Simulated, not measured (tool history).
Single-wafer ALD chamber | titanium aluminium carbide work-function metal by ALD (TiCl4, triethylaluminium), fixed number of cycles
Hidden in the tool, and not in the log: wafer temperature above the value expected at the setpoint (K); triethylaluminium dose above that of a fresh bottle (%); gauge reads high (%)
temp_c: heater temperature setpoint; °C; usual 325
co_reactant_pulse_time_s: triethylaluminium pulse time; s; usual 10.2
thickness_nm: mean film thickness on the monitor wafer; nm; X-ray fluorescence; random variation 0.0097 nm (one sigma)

run	hour	temp_c	co_reactant_pulse_time_s	wafers since the last listed run	hours since the last thermocouple change	hours since the last triethylaluminium bottle change	hours since the showerhead was replaced	hours since the gauge calibration	read-back reference wafer on the same gauge, thickness_nm	thickness_nm
1	0	325	10.2	0	951.3	349.8	2189.2	560	2.562	2.192
# hour 56.8: gauge calibrated
2	96	325	10.2	1502	1047.3	445.8	2285.2	39.2	2.63	2.254
3	137.5	325	10.2	649	1088.8	487.3	2326.7	80.7	2.625	2.243
4	421.7	325	10.2	4447	1373	771.5	2610.9	364.9	2.583	2.209
5	513.4	325	10.2	1435	1464.7	863.2	2702.6	456.6	2.579	2.2
6	557	325	10.2	682	1508.3	906.8	2746.2	500.2	2.578	2.216
7	631.5	325	12.83	1165	1582.8	981.3	2820.7	574.7	2.571	2.242
# hour 669.1: showerhead replaced
# hour 711.7: gauge calibrated
8	716.9	316	10.2	1211	1668.2	1066.7	47.8	5.2	2.633	2.19
9	780	315	14.23	987	1731.3	1129.8	110.9	68.3	2.618	2.209
# hour 794.2: thermocouple changed; heater temperature recalibrated
10	816.8	325	10.2	450	22.6	1166.6	147.7	105.1	2.603	2.212
# hour 911.7: triethylaluminium bottle replaced
11	917.9	325	7.97	1456	123.7	6.2	248.8	206.2	2.588	2.189
12	1005.4	318	10.2	1369	211.2	93.7	336.3	293.7	2.582	2.142
13	1066.8	316	13.1	960	272.6	155.1	397.7	355.1	2.574	2.179
14	1119.9	331	13.57	831	325.7	208.2	450.8	408.2	2.57	2.292
15	1171.7	325	11.65	810	377.5	260	502.6	460	2.566	2.214

Hidden state or all else? Some run-to-run changes of thickness_nm, split into what the settings, what came in and random variation would give without the hidden state, and what is left for the hidden state (with any gauge scatter that isn't in both results):
Run 1 -> 2: gauge calibrated. thickness_nm +0.062 nm: hidden state +0.059, all else +0.003.
Run 13 -> 14: temp_c 316 -> 331, co_reactant_pulse_time_s 13.1 -> 13.57. thickness_nm +0.113 nm: hidden state -0.005, all else +0.118.
